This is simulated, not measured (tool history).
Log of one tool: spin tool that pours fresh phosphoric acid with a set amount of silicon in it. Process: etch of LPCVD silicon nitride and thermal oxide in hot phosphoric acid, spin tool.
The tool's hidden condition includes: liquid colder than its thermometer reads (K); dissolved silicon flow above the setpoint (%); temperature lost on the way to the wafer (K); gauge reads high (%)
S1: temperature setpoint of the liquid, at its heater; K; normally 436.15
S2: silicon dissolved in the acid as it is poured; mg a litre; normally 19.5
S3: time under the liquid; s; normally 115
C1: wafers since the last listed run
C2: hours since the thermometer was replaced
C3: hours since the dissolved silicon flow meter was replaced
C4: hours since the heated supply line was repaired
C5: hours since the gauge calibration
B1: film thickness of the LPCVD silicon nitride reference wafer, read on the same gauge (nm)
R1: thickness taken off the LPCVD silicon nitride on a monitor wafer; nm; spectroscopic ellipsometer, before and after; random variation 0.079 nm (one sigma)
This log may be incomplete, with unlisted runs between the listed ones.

run	hour	S1	S2	S3	C1	C2	C3	C4	C5	B1	R1
1	0.0	436.15	19.5	115	0	381.3	143.9	1977.2	1666.7	86.31	9.09
2	32.6	436.15	29.0	115	339	413.9	176.5	2009.8	1699.3	86.15	9.06
3	75.2	436.15	19.5	115	443	456.5	219.1	2052.4	1741.9	85.96	9.18
4	100.5	436.15	25.5	160	263	481.8	244.4	2077.7	1767.2	85.84	12.54
# hour 119.5: heated supply line repaired
5	131.2	438.65	19.5	115	308	512.5	275.1	11.7	1797.9	85.69	9.82
6	195.5	433.65	11.5	65	668	576.8	339.4	76.0	1862.2	85.37	4.67
7	262.2	434.15	27.0	115	693	643.5	406.1	142.7	1928.9	85.03	8.33
8	302.6	433.65	19.5	115	420	683.9	446.5	183.1	1969.3	84.82	8.12
9	337.7	436.15	19.5	115	365	719.0	481.6	218.2	2004.4	84.62	8.90
# hour 354.0: gauge calibrated
10	363.0	437.15	27.0	55	263	744.3	506.9	243.5	9.0	89.76	4.62
11	395.2	436.15	19.5	115	334	776.5	539.1	275.7	41.2	89.74	9.60
12	419.8	436.15	4.5	140	255	801.1	563.7	300.3	65.8	89.74	11.42
13	447.0	436.15	19.5	90	282	828.3	590.9	327.5	93.0	89.75	7.31
14	473.4	438.15	14.5	115	274	854.7	617.3	353.9	119.4	89.72	10.19
15	528.0	436.15	19.5	45	567	909.3	671.9	408.5	174.0	89.69	3.67
16	594.8	437.65	26.5	150	694	976.1	738.7	475.3	240.8	89.65	12.93
17	635.5	439.15	25.0	55	423	1016.8	779.4	516.0	281.5	89.63	5.00
18	703.4	433.65	33.0	155	706	1084.7	847.3	583.9	349.4	89.57	11.59
19	758.6	436.15	19.5	115	574	1139.9	902.5	639.1	404.6	89.55	9.34
20	822.9	436.15	19.5	115	668	1204.2	966.8	703.4	468.9	89.43	9.45
21	860.4	437.65	28.0	75	390	1241.7	1004.3	740.9	506.4	89.40	6.42

5 options for the next run, each taken on its own from the tool as it stands now. Forecast them:
A	860.8	436.15	19.5	115	4	1242.1	1004.7	741.3	506.8	?	?
B	860.8	434.15	11.0	150	4	1242.1	1004.7	741.3	506.8	?	?
C	860.8	436.15	26.5	145	4	1242.1	1004.7	741.3	506.8	?	?
D	860.8	436.15	19.5	55	4	1242.1	1004.7	741.3	506.8	?	?
E	860.8	438.65	19.5	60	4	1242.1	1004.7	741.3	506.8	?	?

run	B1	R1
A	89.39	9.43
B	89.39	11.50
C	89.39	11.89
D	89.39	4.51
E	89.39	5.34
With no hidden state in the tool, these same runs would have given:
run	R1
A	9.49
B	11.58
C	11.97
D	4.54
E	5.38
